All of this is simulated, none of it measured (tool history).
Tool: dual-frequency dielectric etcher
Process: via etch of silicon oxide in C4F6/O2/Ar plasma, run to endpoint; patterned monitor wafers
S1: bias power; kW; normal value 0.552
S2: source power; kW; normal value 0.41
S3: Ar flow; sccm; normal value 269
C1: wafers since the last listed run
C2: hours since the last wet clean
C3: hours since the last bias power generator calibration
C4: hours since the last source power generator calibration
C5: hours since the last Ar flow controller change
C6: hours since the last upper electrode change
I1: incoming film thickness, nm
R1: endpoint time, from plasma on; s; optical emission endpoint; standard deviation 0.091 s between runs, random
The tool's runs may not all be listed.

Run 1, hour 0: usual settings but S3 284 sccm; C1 0; C2 0.5; C3 2474.7; C4 4447.3; C5 1177.5; C6 4739; I1 65.9. Result: R1 13.5 s.
At hour 38.3: upper electrode replaced.
Run 2, hour 38.8: usual settings; C1 240; C2 39.3; C3 2513.5; C4 4486.1; C5 1216.3; C6 0.5; I1 66. Result: R1 13.6 s.
Run 3, hour 50.7: usual settings; C1 193; C2 51.2; C3 2525.4; C4 4498; C5 1228.2; C6 12.4; I1 66.2. Result: R1 13.6 s.
At hour 67.1: source power generator calibrated.
Run 4, hour 75.9: usual settings; C1 344; C2 76.4; C3 2550.6; C4 8.8; C5 1253.4; C6 37.6; I1 65.9. Result: R1 13.7 s.
Run 5, hour 92.4: usual settings; C1 268; C2 92.9; C3 2567.1; C4 25.3; C5 1269.9; C6 54.1; I1 65.8. Result: R1 13.5 s.
Run 6, hour 128.4: usual settings; C1 585; C2 128.9; C3 2603.1; C4 61.3; C5 1305.9; C6 90.1; I1 65.9. Result: R1 13.8 s.
Run 7, hour 146.4: usual settings; C1 292; C2 146.9; C3 2621.1; C4 79.3; C5 1323.9; C6 108.1; I1 66.1. Result: R1 13.6 s.
Run 8, hour 158.7: usual settings but S1 0.643 kW, S2 0.46 kW, S3 215 sccm; C1 199; C2 159.2; C3 2633.4; C4 91.6; C5 1336.2; C6 120.4; I1 66.1. Result: R1 11.9 s.
Run 9, hour 182.9: usual settings; C1 393; C2 183.4; C3 2657.6; C4 115.8; C5 1360.4; C6 144.6; I1 65.9. Result: R1 13.4 s.
At hour 248.3: Ar flow controller replaced.
Run 10, hour 261.7: usual settings but S1 0.503 kW, S2 0.49 kW, S3 307 sccm; C1 1183; C2 262.2; C3 2736.4; C4 194.6; C5 13.4; C6 223.4; I1 66.1. Result: R1 13.1 s.
Run 11, hour 288.1: usual settings; C1 429; C2 288.6; C3 2762.8; C4 221; C5 39.8; C6 249.8; I1 66. Result: R1 13.6 s.
Run 12, hour 317.3: usual settings; C1 474; C2 317.8; C3 2792; C4 250.2; C5 69; C6 279; I1 65.9. Result: R1 13.6 s.
At hour 357.5: wet clean of the chamber.
Run 13, hour 358: usual settings but S2 0.36 kW; C1 271; C2 0.5; C3 2832.7; C4 290.9; C5 109.7; C6 319.7; I1 66.3. Result: R1 14.4 s.
Run 14, hour 380.8: usual settings but S1 0.589 kW, S2 0.35 kW; C1 370; C2 23.3; C3 2855.5; C4 313.7; C5 132.5; C6 342.5; I1 65.9. Result: R1 14.2 s.
Run 15, hour 403: usual settings but S2 0.37 kW; C1 360; C2 45.5; C3 2877.7; C4 335.9; C5 154.7; C6 364.7; I1 66.2. Result: R1 14.4 s.
Run 16, hour 420.4: usual settings but S1 0.649 kW, S2 0.48 kW, S3 225 sccm; C1 282; C2 62.9; C3 2895.1; C4 353.3; C5 172.1; C6 382.1; I1 65.7. Result: R1 11.7 s.
Run 17, hour 433.4: usual settings but S3 203 sccm; C1 211; C2 75.9; C3 2908.1; C4 366.3; C5 185.1; C6 395.1; I1 66. Result: R1 13.4 s.
Run 18, hour 459.7: usual settings; C1 427; C2 102.2; C3 2934.4; C4 392.6; C5 211.4; C6 421.4; I1 65.2. Result: R1 13.6 s.
At hour 485.8: bias power generator calibrated.
Run 19, hour 487.1: usual settings but S1 0.457 kW, S2 0.48 kW, S3 318 sccm; C1 380; C2 129.6; C3 1.3; C4 420; C5 238.8; C6 448.8; I1 65.9. Result: R1 13.8 s.
Run 20, hour 514.5: usual settings but S1 0.507 kW, S2 0.46 kW, S3 222 sccm; C1 445; C2 157; C3 28.7; C4 447.4; C5 266.2; C6 476.2; I1 65.6. Result: R1 13 s.
Run 21, hour 530.9: usual settings but S1 0.674 kW, S2 0.37 kW; C1 266; C2 173.4; C3 45.1; C4 463.8; C5 282.6; C6 492.6; I1 66.6. Result: R1 13.5 s.
Run 22, hour 553.6: usual settings; C1 369; C2 196.1; C3 67.8; C4 486.5; C5 305.3; C6 515.3; I1 66.1. Result: R1 13.7 s.
Run 23, hour 572: usual settings but S1 0.422 kW; C1 299; C2 214.5; C3 86.2; C4 504.9; C5 323.7; C6 533.7; I1 66.1. Result: R1 15 s.
Run 24, hour 594.8: usual settings but S3 214 sccm; C1 370; C2 237.3; C3 109; C4 527.7; C5 346.5; C6 556.5; I1 65.5. Result: R1 13.4 s.
Run 25, hour 618.3: usual settings but S1 0.506 kW, S3 238 sccm; C1 382; C2 260.8; C3 132.5; C4 551.2; C5 370; C6 580; I1 66.1. Result: R1 13.8 s.
Run 26, hour 703.7: usual settings but S1 0.649 kW, S2 0.5 kW; C1 1388; C2 346.2; C3 217.9; C4 636.6; C5 455.4; C6 665.4; I1 64.9. Result: R1 11.5 s.
Run 27, hour 733.3: usual settings but S1 0.435 kW, S2 0.33 kW, S3 238 sccm; C1 481; C2 375.8; C3 247.5; C4 666.2; C5 485; C6 695; I1 65.6. Result: R1 16 s.
At hour 782.3: wet clean of the chamber.
Run 28, hour 782.8: usual settings but S2 0.47 kW, S3 287 sccm; C1 414; C2 0.5; C3 297; C4 715.7; C5 534.5; C6 744.5; I1 65.5. Result: R1 12.8 s.

Branching from run 28: 5 alternative next runs. What would each branch give?
Run A, hour 783.2: usual settings but S3 311 sccm; C1 6; C2 0.9; C3 297.4; C4 716.1; C5 534.9; C6 744.9; I1 65.4. Result: R1 ?.
Run B, hour 783.2: usual settings but S1 0.492 kW, S2 0.32 kW, S3 212 sccm; C1 6; C2 0.9; C3 297.4; C4 716.1; C5 534.9; C6 744.9; I1 65.4. Result: R1 ?.
Run C, hour 783.2: usual settings but S2 0.51 kW, S3 241 sccm; C1 6; C2 0.9; C3 297.4; C4 716.1; C5 534.9; C6 744.9; I1 65.4. Result: R1 ?.
Run D, hour 783.2: usual settings but S1 0.453 kW, S2 0.31 kW, S3 331 sccm; C1 6; C2 0.9; C3 297.4; C4 716.1; C5 534.9; C6 744.9; I1 65.4. Result: R1 ?.
Run E, hour 783.2: usual settings but S1 0.604 kW, S2 0.45 kW; C1 6; C2 0.9; C3 297.4; C4 716.1; C5 534.9; C6 744.9; I1 65.4. Result: R1 ?.

run    R1
  A  13.6
  B  15.4
  C  12.1
  D  16.9
  E  12.4
Without the tool's unlogged condition, the same runs would have read:
run    R1
  A  13.6
  B  15.4
  C  12.1
  D  16.9
  E  12.4

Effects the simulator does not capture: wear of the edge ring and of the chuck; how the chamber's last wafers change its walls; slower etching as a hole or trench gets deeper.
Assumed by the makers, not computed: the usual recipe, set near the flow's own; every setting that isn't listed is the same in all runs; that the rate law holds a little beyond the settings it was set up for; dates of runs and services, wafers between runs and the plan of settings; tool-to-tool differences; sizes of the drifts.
